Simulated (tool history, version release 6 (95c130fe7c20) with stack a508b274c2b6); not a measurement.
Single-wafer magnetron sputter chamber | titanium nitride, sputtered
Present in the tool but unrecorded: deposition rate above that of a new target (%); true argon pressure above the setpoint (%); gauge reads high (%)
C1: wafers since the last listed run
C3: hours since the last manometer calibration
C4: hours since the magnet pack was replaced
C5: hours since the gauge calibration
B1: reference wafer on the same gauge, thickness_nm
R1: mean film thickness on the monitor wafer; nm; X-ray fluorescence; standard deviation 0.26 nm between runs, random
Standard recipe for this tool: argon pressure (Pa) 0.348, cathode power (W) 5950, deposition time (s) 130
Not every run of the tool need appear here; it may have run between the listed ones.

Run 1, hour 0.0: usual settings but argon pressure (Pa) 0.246; C1 0; wafers on the sputter target 745; C3 1302.2; C4 5267.8; C5 150.9; B1 143.017. Result: R1 150.814 nm.
Run 2, hour 50.9: usual settings; C1 632; wafers on the sputter target 1378; C3 1353.1; C4 5318.7; C5 201.8; B1 143.045. Result: R1 147.148 nm.
Run 3, hour 75.9: usual settings; C1 310; wafers on the sputter target 1688; C3 1378.1; C4 5343.7; C5 226.8; B1 143.029. Result: R1 147.952 nm.
Run 4, hour 103.9: usual settings but argon pressure (Pa) 0.302; C1 348; wafers on the sputter target 2036; C3 1406.1; C4 5371.7; C5 254.8; B1 143.010. Result: R1 148.554 nm.
Run 5, hour 134.8: usual settings but argon pressure (Pa) 0.302; C1 384; wafers on the sputter target 2420; C3 1437.0; C4 5402.6; C5 285.7; B1 142.985. Result: R1 148.783 nm.
Run 6, hour 170.7: usual settings; C1 446; wafers on the sputter target 2867; C3 1472.9; C4 5438.5; C5 321.6; B1 143.005. Result: R1 146.686 nm.
Run 7, hour 225.9: usual settings; C1 686; wafers on the sputter target 3553; C3 1528.1; C4 5493.7; C5 376.8; B1 142.972. Result: R1 146.757 nm.
At hour 300.9: sputter target and shields replaced.
Run 8, hour 301.4: usual settings; C1 838; wafers on the sputter target 5; C3 1603.6; C4 5569.2; C5 452.3; B1 142.963. Result: R1 147.598 nm.
Run 9, hour 324.3: usual settings but deposition time (s) 135; C1 284; wafers on the sputter target 290; C3 1626.5; C4 5592.1; C5 475.2; B1 143.075. Result: R1 153.383 nm.
Run 10, hour 352.3: usual settings but deposition time (s) 135; C1 348; wafers on the sputter target 638; C3 1654.5; C4 5620.1; C5 503.2; B1 143.022. Result: R1 153.757 nm.
Run 11, hour 390.7: usual settings but deposition time (s) 135; C1 477; wafers on the sputter target 1115; C3 1692.9; C4 5658.5; C5 541.6; B1 142.995. Result: R1 153.329 nm.
Run 12, hour 432.7: usual settings but argon pressure (Pa) 0.447; C1 522; wafers on the sputter target 1637; C3 1734.9; C4 5700.5; C5 583.6; B1 142.942. Result: R1 143.961 nm.
Run 13, hour 495.1: usual settings but argon pressure (Pa) 0.447; C1 775; wafers on the sputter target 2413; C3 1797.3; C4 5762.9; C5 646.0; B1 143.015. Result: R1 144.560 nm.
Run 14, hour 548.3: usual settings but argon pressure (Pa) 0.447; C1 661; wafers on the sputter target 3074; C3 1850.5; C4 5816.1; C5 699.2; B1 142.977. Result: R1 143.830 nm.
At hour 567.0: magnet pack replaced.
Run 15, hour 618.3: usual settings but cathode power (W) 6650; C1 770; wafers on the sputter target 3845; C3 1920.5; C4 51.3; C5 769.2; B1 143.008. Result: R1 159.451 nm.
At hour 710.4: sputter target and shields replaced.
Run 16, hour 710.9: usual settings but cathode power (W) 6650; C1 1051; wafers on the sputter target 5; C3 2013.1; C4 143.9; C5 861.8; B1 143.008. Result: R1 160.605 nm.
At hour 746.3: capacitance manometer re-zeroed and calibrated.
Run 17, hour 746.8: usual settings but argon pressure (Pa) 0.434, cathode power (W) 7150, deposition time (s) 109; C1 346; wafers on the sputter target 352; C3 0.5; C4 179.8; C5 897.7; B1 143.000. Result: R1 139.537 nm.
Run 18, hour 808.0: usual settings; C1 760; wafers on the sputter target 1113; C3 61.7; C4 241.0; C5 958.9; B1 143.053. Result: R1 147.053 nm.
At hour 889.4: gauge calibrated.
Run 19, hour 937.3: usual settings but argon pressure (Pa) 0.257, cathode power (W) 6950, deposition time (s) 149; C1 1607; wafers on the sputter target 2720; C3 191.0; C4 370.3; C5 47.9; B1 143.006. Result: R1 192.430 nm.
Run 20, hour 1009.3: usual settings; C1 894; wafers on the sputter target 3615; C3 263.0; C4 442.3; C5 119.9; B1 142.995. Result: R1 146.107 nm.
At hour 1069.8: sputter target and shields replaced.
Run 21, hour 1076.8: usual settings but argon pressure (Pa) 0.420, deposition time (s) 145; C1 739; wafers on the sputter target 87; C3 330.5; C4 509.8; C5 187.4; B1 142.960. Result: R1 161.126 nm.
Run 22, hour 1142.6: usual settings but argon pressure (Pa) 0.412, cathode power (W) 4450, deposition time (s) 147; C1 817; wafers on the sputter target 905; C3 396.3; C4 575.6; C5 253.2; B1 143.007. Result: R1 132.534 nm.
Run 23, hour 1171.7: usual settings but argon pressure (Pa) 0.282, cathode power (W) 7100; C1 361; wafers on the sputter target 1266; C3 425.4; C4 604.7; C5 282.3; B1 142.951. Result: R1 170.821 nm.
Run 24, hour 1230.8: usual settings but cathode power (W) 4850; C1 734; wafers on the sputter target 2001; C3 484.5; C4 663.8; C5 341.4; B1 143.037. Result: R1 126.233 nm.
Run 25, hour 1301.1: usual settings; C1 873; wafers on the sputter target 2875; C3 554.8; C4 734.1; C5 411.7; B1 143.024. Result: R1 146.745 nm.
Run 26, hour 1354.1: usual settings but argon pressure (Pa) 0.451; C1 658; wafers on the sputter target 3533; C3 607.8; C4 787.1; C5 464.7; B1 142.992. Result: R1 142.401 nm.
Run 27, hour 1401.5: usual settings; C1 589; wafers on the sputter target 4122; C3 655.2; C4 834.5; C5 512.1; B1 143.007. Result: R1 145.407 nm.
Run 28, hour 1470.8: usual settings but cathode power (W) 4750; C1 861; wafers on the sputter target 4984; C3 724.5; C4 903.8; C5 581.4; B1 143.007. Result: R1 122.895 nm.
At hour 1498.4: sputter target and shields replaced.
Run 29, hour 1521.4: usual settings; C1 529; wafers on the sputter target 285; C3 775.1; C4 954.4; C5 632.0; B1 143.036. Result: R1 147.064 nm.
Run 30, hour 1556.3: usual settings but argon pressure (Pa) 0.469, cathode power (W) 7200, deposition time (s) 141; C1 433; wafers on the sputter target 719; C3 810.0; C4 989.3; C5 666.9; B1 143.008. Result: R1 180.215 nm.
Run 31, hour 1616.9: usual settings but deposition time (s) 139; C1 753; wafers on the sputter target 1472; C3 870.6; C4 1049.9; C5 727.5; B1 142.979. Result: R1 157.253 nm.

Run 32, settings as shown, results not yet in. Your forecast:
Run 32, hour 1661.3: usual settings but argon pressure (Pa) 0.392, cathode power (W) 5200, deposition time (s) 111; C1 551; wafers on the sputter target 2024; C3 915.0; C4 1094.3; C5 771.9; B1 ?. Result: R1 ?.

For run 32 the tool returned B1 143.040, R1 112.219 nm.
Take away the tool's hidden state, keep the run-to-run variation as it was, and the same run would have given R1 112.090 nm.
